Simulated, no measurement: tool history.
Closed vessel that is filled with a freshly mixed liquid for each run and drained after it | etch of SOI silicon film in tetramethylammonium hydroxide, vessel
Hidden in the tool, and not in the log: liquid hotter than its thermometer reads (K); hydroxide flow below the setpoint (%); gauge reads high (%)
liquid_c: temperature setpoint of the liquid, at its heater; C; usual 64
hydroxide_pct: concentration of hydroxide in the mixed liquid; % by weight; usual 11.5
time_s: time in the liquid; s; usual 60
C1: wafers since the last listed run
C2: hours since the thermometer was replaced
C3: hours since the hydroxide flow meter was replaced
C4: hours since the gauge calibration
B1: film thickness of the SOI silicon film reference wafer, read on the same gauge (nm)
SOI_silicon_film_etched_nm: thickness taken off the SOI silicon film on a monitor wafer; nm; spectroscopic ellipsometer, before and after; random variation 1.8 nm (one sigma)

{"run": 1, "hour": 0.0, "liquid_c": 64, "hydroxide_pct": 11.5, "time_s": 60, "C1": 0, "C2": 1772.4, "C3": 1300.3, "C4": 349.5, "B1": 61.36, "SOI_silicon_film_etched_nm": 305.01}
{"run": 2, "hour": 32.8, "liquid_c": 64, "hydroxide_pct": 11.5, "time_s": 60, "C1": 4380, "C2": 1805.2, "C3": 1333.1, "C4": 382.3, "B1": 61.43, "SOI_silicon_film_etched_nm": 302.73}
{"run": 3, "hour": 48.1, "liquid_c": 64, "hydroxide_pct": 11.5, "time_s": 60, "C1": 2043, "C2": 1820.5, "C3": 1348.4, "C4": 397.6, "B1": 61.45, "SOI_silicon_film_etched_nm": 305.59}
{"run": 4, "hour": 68.2, "liquid_c": 64, "hydroxide_pct": 11.5, "time_s": 80, "C1": 2684, "C2": 1840.6, "C3": 1368.5, "C4": 417.7, "B1": 61.51, "SOI_silicon_film_etched_nm": 400.27}
{"run": 5, "hour": 84.2, "liquid_c": 64, "hydroxide_pct": 11.5, "time_s": 60, "C1": 2136, "C2": 1856.6, "C3": 1384.5, "C4": 433.7, "B1": 61.53, "SOI_silicon_film_etched_nm": 305.41}
{"run": 6, "hour": 104.5, "liquid_c": 64, "hydroxide_pct": 11.5, "time_s": 60, "C1": 2711, "C2": 1876.9, "C3": 1404.8, "C4": 454, "B1": 61.55, "SOI_silicon_film_etched_nm": 299.12}
{"run": 7, "hour": 117.0, "liquid_c": 64, "hydroxide_pct": 11.5, "time_s": 60, "C1": 1669, "C2": 1889.4, "C3": 1417.3, "C4": 466.5, "B1": 61.58, "SOI_silicon_film_etched_nm": 301.52}
{"run": 8, "hour": 137.2, "liquid_c": 67.5, "hydroxide_pct": 11.5, "time_s": 35, "C1": 2697, "C2": 1909.6, "C3": 1437.5, "C4": 486.7, "B1": 61.58, "SOI_silicon_film_etched_nm": 219.72}
{"run": 9, "hour": 153.9, "liquid_c": 67.5, "hydroxide_pct": 11.5, "time_s": 35, "C1": 2230, "C2": 1926.3, "C3": 1454.2, "C4": 503.4, "B1": 61.58, "SOI_silicon_film_etched_nm": 217.7}
{"run": 10, "hour": 184.5, "liquid_c": 64, "hydroxide_pct": 10.5, "time_s": 60, "C1": 4086, "C2": 1956.9, "C3": 1484.8, "C4": 534, "B1": 61.63, "SOI_silicon_film_etched_nm": 312.55}
{"run": 11, "hour": 217.1, "liquid_c": 64, "hydroxide_pct": 10.5, "time_s": 60, "C1": 4354, "C2": 1989.5, "C3": 1517.4, "C4": 566.6, "B1": 61.65, "SOI_silicon_film_etched_nm": 313.39}
{"run": 12, "hour": 233.7, "liquid_c": 64, "hydroxide_pct": 11.5, "time_s": 40, "C1": 2217, "C2": 2006.1, "C3": 1534, "C4": 583.2, "B1": 61.67, "SOI_silicon_film_etched_nm": 201.99}
{"run": 13, "hour": 258.1, "liquid_c": 64, "hydroxide_pct": 11.5, "time_s": 40, "C1": 3258, "C2": 2030.5, "C3": 1558.4, "C4": 607.6, "B1": 61.69, "SOI_silicon_film_etched_nm": 200.33}
{"run": 14, "hour": 279.6, "liquid_c": 64, "hydroxide_pct": 11.5, "time_s": 60, "C1": 2871, "C2": 2052, "C3": 1579.9, "C4": 629.1, "B1": 61.68, "SOI_silicon_film_etched_nm": 303.79}
{"run": 15, "hour": 300.4, "liquid_c": 58, "hydroxide_pct": 13.5, "time_s": 85, "C1": 2778, "C2": 2072.8, "C3": 1600.7, "C4": 649.9, "B1": 61.72, "SOI_silicon_film_etched_nm": 273.78}
{"hour": 310.4, "done": "hydroxide flow meter replaced"}
{"run": 16, "hour": 324.4, "liquid_c": 59, "hydroxide_pct": 11.5, "time_s": 75, "C1": 3071, "C2": 2096.8, "C3": 14, "C4": 673.9, "B1": 61.73, "SOI_silicon_film_etched_nm": 274.46}
{"run": 17, "hour": 345.4, "liquid_c": 64, "hydroxide_pct": 9, "time_s": 60, "C1": 2804, "C2": 2117.8, "C3": 35, "C4": 694.9, "B1": 61.73, "SOI_silicon_film_etched_nm": 330.68}
{"hour": 367.2, "done": "thermometer replaced"}
{"run": 18, "hour": 376.9, "liquid_c": 68.5, "hydroxide_pct": 11.5, "time_s": 60, "C1": 4073, "C2": 9.7, "C3": 66.5, "C4": 726.4, "B1": 61.72, "SOI_silicon_film_etched_nm": 396.1}
{"run": 19, "hour": 392.9, "liquid_c": 67.5, "hydroxide_pct": 11.5, "time_s": 60, "C1": 2136, "C2": 25.7, "C3": 82.5, "C4": 742.4, "B1": 61.74, "SOI_silicon_film_etched_nm": 376.05}
{"run": 20, "hour": 407.7, "liquid_c": 64, "hydroxide_pct": 11.5, "time_s": 60, "C1": 1976, "C2": 40.5, "C3": 97.3, "C4": 757.2, "B1": 61.77, "SOI_silicon_film_etched_nm": 303.31}
{"run": 21, "hour": 436.5, "liquid_c": 64, "hydroxide_pct": 10.5, "time_s": 60, "C1": 3846, "C2": 69.3, "C3": 126.1, "C4": 786, "B1": 61.76, "SOI_silicon_film_etched_nm": 313.88}
{"run": 22, "hour": 471.3, "liquid_c": 61, "hydroxide_pct": 11.5, "time_s": 60, "C1": 4647, "C2": 104.1, "C3": 160.9, "C4": 820.8, "B1": 61.78, "SOI_silicon_film_etched_nm": 251.74}
{"hour": 473.8, "done": "gauge calibrated"}
{"run": 23, "hour": 547.3, "liquid_c": 64, "hydroxide_pct": 11.5, "time_s": 60, "C1": 10150, "C2": 180.1, "C3": 236.9, "C4": 73.5, "B1": 60.45, "SOI_silicon_film_etched_nm": 301.34}
{"run": 24, "hour": 576.8, "liquid_c": 64, "hydroxide_pct": 11.5, "time_s": 60, "C1": 3940, "C2": 209.6, "C3": 266.4, "C4": 103, "B1": 60.6, "SOI_silicon_film_etched_nm": 297.91}
{"run": 25, "hour": 599.4, "liquid_c": 58.5, "hydroxide_pct": 8.5, "time_s": 70, "C1": 3018, "C2": 232.2, "C3": 289, "C4": 125.6, "B1": 60.76, "SOI_silicon_film_etched_nm": 275.96}
{"run": 26, "hour": 623.1, "liquid_c": 62, "hydroxide_pct": 9.5, "time_s": 95, "C1": 3165, "C2": 255.9, "C3": 312.7, "C4": 149.3, "B1": 60.84, "SOI_silicon_film_etched_nm": 451.93}
{"run": 27, "hour": 639.1, "liquid_c": 64, "hydroxide_pct": 11.5, "time_s": 60, "C1": 2136, "C2": 271.9, "C3": 328.7, "C4": 165.3, "B1": 60.91, "SOI_silicon_film_etched_nm": 298.02}
{"run": 28, "hour": 663.1, "liquid_c": 64, "hydroxide_pct": 12.5, "time_s": 70, "C1": 3205, "C2": 295.9, "C3": 352.7, "C4": 189.3, "B1": 60.97, "SOI_silicon_film_etched_nm": 339.66}

Forecast each of these 4 alternatives for the next run:
{"run": "A", "hour": 663.8, "liquid_c": 64, "hydroxide_pct": 11.5, "time_s": 60, "C1": 93, "C2": 296.6, "C3": 353.4, "C4": 190, "B1": "?", "SOI_silicon_film_etched_nm": "?"}
{"run": "B", "hour": 663.8, "liquid_c": 61.5, "hydroxide_pct": 14.5, "time_s": 60, "C1": 93, "C2": 296.6, "C3": 353.4, "C4": 190, "B1": "?", "SOI_silicon_film_etched_nm": "?"}
{"run": "C", "hour": 663.8, "liquid_c": 64, "hydroxide_pct": 10, "time_s": 35, "C1": 93, "C2": 296.6, "C3": 353.4, "C4": 190, "B1": "?", "SOI_silicon_film_etched_nm": "?"}
{"run": "D", "hour": 663.8, "liquid_c": 59.5, "hydroxide_pct": 9.5, "time_s": 35, "C1": 93, "C2": 296.6, "C3": 353.4, "C4": 190, "B1": "?", "SOI_silicon_film_etched_nm": "?"}

run=A B1=61 SOI_silicon_film_etched_nm=301.4
run=B B1=61 SOI_silicon_film_etched_nm=232.78
run=C B1=61 SOI_silicon_film_etched_nm=184.59
run=D B1=61 SOI_silicon_film_etched_nm=142.8
Without the tool's hidden state the same runs would have given:
run=A SOI_silicon_film_etched_nm=296.48
run=B SOI_silicon_film_etched_nm=228.98
run=C SOI_silicon_film_etched_nm=181.58
run=D SOI_silicon_film_etched_nm=140.46

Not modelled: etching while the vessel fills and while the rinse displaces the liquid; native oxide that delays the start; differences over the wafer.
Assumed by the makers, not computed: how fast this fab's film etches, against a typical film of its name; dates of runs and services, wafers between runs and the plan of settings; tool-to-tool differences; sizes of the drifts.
